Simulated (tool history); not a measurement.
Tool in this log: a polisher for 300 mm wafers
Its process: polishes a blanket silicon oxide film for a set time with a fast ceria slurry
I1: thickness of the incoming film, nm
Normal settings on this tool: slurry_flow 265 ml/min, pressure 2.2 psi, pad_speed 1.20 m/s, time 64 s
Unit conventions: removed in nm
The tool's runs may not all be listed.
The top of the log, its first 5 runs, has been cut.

{"hour": 238.8, "done": "slurry nozzle cleaned"}
{"run": 6, "hour": 292.3, "slurry_flow": 265, "pressure": 2.2, "pad_speed": 1.2, "time": 64, "I1": 3860.0, "removed": 758.9}
{"hour": 332.2, "done": "worn pad replaced by a new one"}
{"run": 7, "hour": 348.2, "slurry_flow": 265, "pressure": 2.2, "pad_speed": 1.2, "time": 64, "I1": 3899.3, "removed": 779.8}
{"run": 8, "hour": 380.2, "slurry_flow": 265, "pressure": 2.2, "pad_speed": 1.2, "time": 73, "I1": 3943.9, "removed": 897.0}
{"run": 9, "hour": 435.7, "slurry_flow": 265, "pressure": 2.2, "pad_speed": 1.2, "time": 73, "I1": 3867.3, "removed": 875.8}
{"run": 10, "hour": 491.3, "slurry_flow": 265, "pressure": 2.2, "pad_speed": 1.2, "time": 73, "I1": 3891.1, "removed": 880.9}
{"run": 11, "hour": 540.4, "slurry_flow": 265, "pressure": 2.7, "pad_speed": 1.2, "time": 64, "I1": 3862.1, "removed": 957.9}
{"hour": 585.9, "done": "slurry nozzle cleaned"}
{"hour": 589.0, "done": "head pressure recalibrated"}
{"run": 12, "hour": 593.9, "slurry_flow": 265, "pressure": 2.7, "pad_speed": 1.2, "time": 64, "I1": 3881.0, "removed": 945.8}
{"run": 13, "hour": 652.9, "slurry_flow": 265, "pressure": 2.2, "pad_speed": 1.2, "time": 64, "I1": 3843.6, "removed": 758.1}
{"hour": 658.8, "done": "worn pad replaced by a new one"}
{"run": 14, "hour": 774.6, "slurry_flow": 265, "pressure": 2.2, "pad_speed": 1.2, "time": 64, "I1": 3865.6, "removed": 763.0}
{"run": 15, "hour": 829.6, "slurry_flow": 265, "pressure": 2.2, "pad_speed": 1.2, "time": 64, "I1": 3851.1, "removed": 773.2}
{"run": 16, "hour": 879.4, "slurry_flow": 265, "pressure": 2.2, "pad_speed": 1.2, "time": 76, "I1": 3934.1, "removed": 910.5}
{"run": 17, "hour": 909.6, "slurry_flow": 230, "pressure": 2.2, "pad_speed": 1.2, "time": 85, "I1": 3853.9, "removed": 985.1}
{"hour": 913.0, "done": "slurry nozzle cleaned"}
{"hour": 953.1, "done": "worn pad replaced by a new one"}
{"run": 18, "hour": 975.5, "slurry_flow": 265, "pressure": 2.2, "pad_speed": 1.2, "time": 55, "I1": 3895.3, "removed": 699.6}
{"run": 19, "hour": 1012.1, "slurry_flow": 265, "pressure": 2.2, "pad_speed": 1.44, "time": 64, "I1": 3827.3, "removed": 931.5}

The next listed run, before its measurement:
{"run": 20, "hour": 1068.9, "slurry_flow": 205, "pressure": 2.2, "pad_speed": 1.2, "time": 55, "I1": 3866.8, "removed": "?"}

Run 20 gave removed 690.6 nm.
With no hidden state in the tool, this same run would have given removed 640.5 nm.

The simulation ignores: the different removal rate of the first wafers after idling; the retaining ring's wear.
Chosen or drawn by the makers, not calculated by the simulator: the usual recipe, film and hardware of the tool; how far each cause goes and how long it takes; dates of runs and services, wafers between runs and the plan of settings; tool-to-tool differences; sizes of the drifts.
